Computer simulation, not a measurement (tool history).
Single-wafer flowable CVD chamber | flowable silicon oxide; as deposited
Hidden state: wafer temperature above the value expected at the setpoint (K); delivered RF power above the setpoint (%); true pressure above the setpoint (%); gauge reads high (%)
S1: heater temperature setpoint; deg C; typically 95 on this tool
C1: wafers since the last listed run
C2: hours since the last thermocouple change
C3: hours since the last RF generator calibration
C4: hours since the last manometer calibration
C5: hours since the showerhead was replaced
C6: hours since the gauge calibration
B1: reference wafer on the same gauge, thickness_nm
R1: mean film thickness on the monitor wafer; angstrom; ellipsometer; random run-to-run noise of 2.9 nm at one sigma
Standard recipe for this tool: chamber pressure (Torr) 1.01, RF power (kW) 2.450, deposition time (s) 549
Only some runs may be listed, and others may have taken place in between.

run 1 hour=0.0 | S1=95 chamber_pressure_(Torr)=1.01 RF_power_(kW)=2.450 deposition_time_(s)=549 | C1=0 C2=953.2 C3=1769.9 C4=724.5 C5=3791.0 C6=2471.0 | B1=559.636 | R1=5565.24
run 2 hour=75.1 | S1=95 chamber_pressure_(Torr)=1.01 RF_power_(kW)=2.450 deposition_time_(s)=549 | C1=168 C2=1028.3 C3=1845.0 C4=799.6 C5=3866.1 C6=2546.1 | B1=558.622 | R1=5628.38
run 3 hour=160.5 | S1=95 chamber_pressure_(Torr)=1.01 RF_power_(kW)=2.450 deposition_time_(s)=505 | C1=191 C2=1113.7 C3=1930.4 C4=885.0 C5=3951.5 C6=2631.5 | B1=558.640 | R1=5153.12
-- hour=240.0 gauge calibrated
run 4 hour=258.0 | S1=95 chamber_pressure_(Torr)=1.01 RF_power_(kW)=2.450 deposition_time_(s)=514 | C1=218 C2=1211.2 C3=2027.9 C4=982.5 C5=4049.0 C6=18.0 | B1=559.225 | R1=5261.95
-- hour=337.9 thermocouple changed; heater temperature recalibrated
run 5 hour=353.7 | S1=95 chamber_pressure_(Torr)=1.01 RF_power_(kW)=2.450 deposition_time_(s)=549 | C1=196 C2=15.8 C3=2123.6 C4=1078.2 C5=4144.7 C6=113.7 | B1=558.831 | R1=5598.12
run 6 hour=447.8 | S1=105 chamber_pressure_(Torr)=1.12 RF_power_(kW)=2.450 deposition_time_(s)=549 | C1=211 C2=109.9 C3=2217.7 C4=1172.3 C5=4238.8 C6=207.8 | B1=558.931 | R1=4565.51
-- hour=493.2 RF generator calibrated
-- hour=553.3 showerhead replaced
run 7 hour=555.0 | S1=95 chamber_pressure_(Torr)=1.01 RF_power_(kW)=2.450 deposition_time_(s)=481 | C1=204 C2=217.1 C3=61.8 C4=1279.5 C5=1.7 C6=315.0 | B1=558.318 | R1=4894.80
run 8 hour=637.0 | S1=103 chamber_pressure_(Torr)=1.01 RF_power_(kW)=2.790 deposition_time_(s)=449 | C1=183 C2=299.1 C3=143.8 C4=1361.5 C5=83.7 C6=397.0 | B1=560.119 | R1=3653.05
run 9 hour=731.8 | S1=95 chamber_pressure_(Torr)=1.01 RF_power_(kW)=2.915 deposition_time_(s)=509 | C1=212 C2=393.9 C3=238.6 C4=1456.3 C5=178.5 C6=491.8 | B1=559.218 | R1=5349.01
run 10 hour=786.5 | S1=95 chamber_pressure_(Torr)=1.01 RF_power_(kW)=2.635 deposition_time_(s)=472 | C1=122 C2=448.6 C3=293.3 C4=1511.0 C5=233.2 C6=546.5 | B1=558.036 | R1=4859.94
run 11 hour=849.2 | S1=95 chamber_pressure_(Torr)=1.12 RF_power_(kW)=2.450 deposition_time_(s)=657 | C1=140 C2=511.3 C3=356.0 C4=1573.7 C5=295.9 C6=609.2 | B1=558.706 | R1=7477.37
-- hour=911.8 capacitance manometer re-zeroed and calibrated
run 12 hour=912.3 | S1=95 chamber_pressure_(Torr)=1.01 RF_power_(kW)=2.450 deposition_time_(s)=549 | C1=123 C2=574.4 C3=419.1 C4=0.5 C5=359.0 C6=672.3 | B1=558.112 | R1=5304.01
run 13 hour=992.4 | S1=80 chamber_pressure_(Torr)=1.01 RF_power_(kW)=2.450 deposition_time_(s)=516 | C1=179 C2=654.5 C3=499.2 C4=80.6 C5=439.1 C6=752.4 | B1=558.683 | R1=7634.26
run 14 hour=1085.0 | S1=95 chamber_pressure_(Torr)=1.01 RF_power_(kW)=2.450 deposition_time_(s)=549 | C1=207 C2=747.1 C3=591.8 C4=173.2 C5=531.7 C6=845.0 | B1=558.838 | R1=5417.92
run 15 hour=1122.0 | S1=95 chamber_pressure_(Torr)=1.01 RF_power_(kW)=2.075 deposition_time_(s)=549 | C1=82 C2=784.1 C3=628.8 C4=210.2 C5=568.7 C6=882.0 | B1=559.264 | R1=5306.85
run 16 hour=1228.2 | S1=95 chamber_pressure_(Torr)=1.01 RF_power_(kW)=2.450 deposition_time_(s)=549 | C1=238 C2=890.3 C3=735.0 C4=316.4 C5=674.9 C6=988.2 | B1=559.130 | R1=5419.79
run 17 hour=1308.2 | S1=90 chamber_pressure_(Torr)=0.91 RF_power_(kW)=2.645 deposition_time_(s)=477 | C1=179 C2=970.3 C3=815.0 C4=396.4 C5=754.9 C6=1068.2 | B1=558.272 | R1=5033.91
run 18 hour=1386.4 | S1=95 chamber_pressure_(Torr)=1.01 RF_power_(kW)=2.450 deposition_time_(s)=507 | C1=175 C2=1048.5 C3=893.2 C4=474.6 C5=833.1 C6=1146.4 | B1=559.283 | R1=5061.01
run 19 hour=1471.1 | S1=89 chamber_pressure_(Torr)=1.01 RF_power_(kW)=2.930 deposition_time_(s)=549 | C1=189 C2=1133.2 C3=977.9 C4=559.3 C5=917.8 C6=1231.1 | B1=559.308 | R1=6704.38

What will run 20 give?
run 20 hour=1547.7 | S1=95 chamber_pressure_(Torr)=1.01 RF_power_(kW)=2.450 deposition_time_(s)=549 | C1=171 C2=1209.8 C3=1054.5 C4=635.9 C5=994.4 C6=1307.7 | B1=? | R1=?

Run 20 produced B1 559.348, R1 5519.76 angstrom.
The same run, on a tool lacking any hidden state, would have yielded R1 5310.37 angstrom.
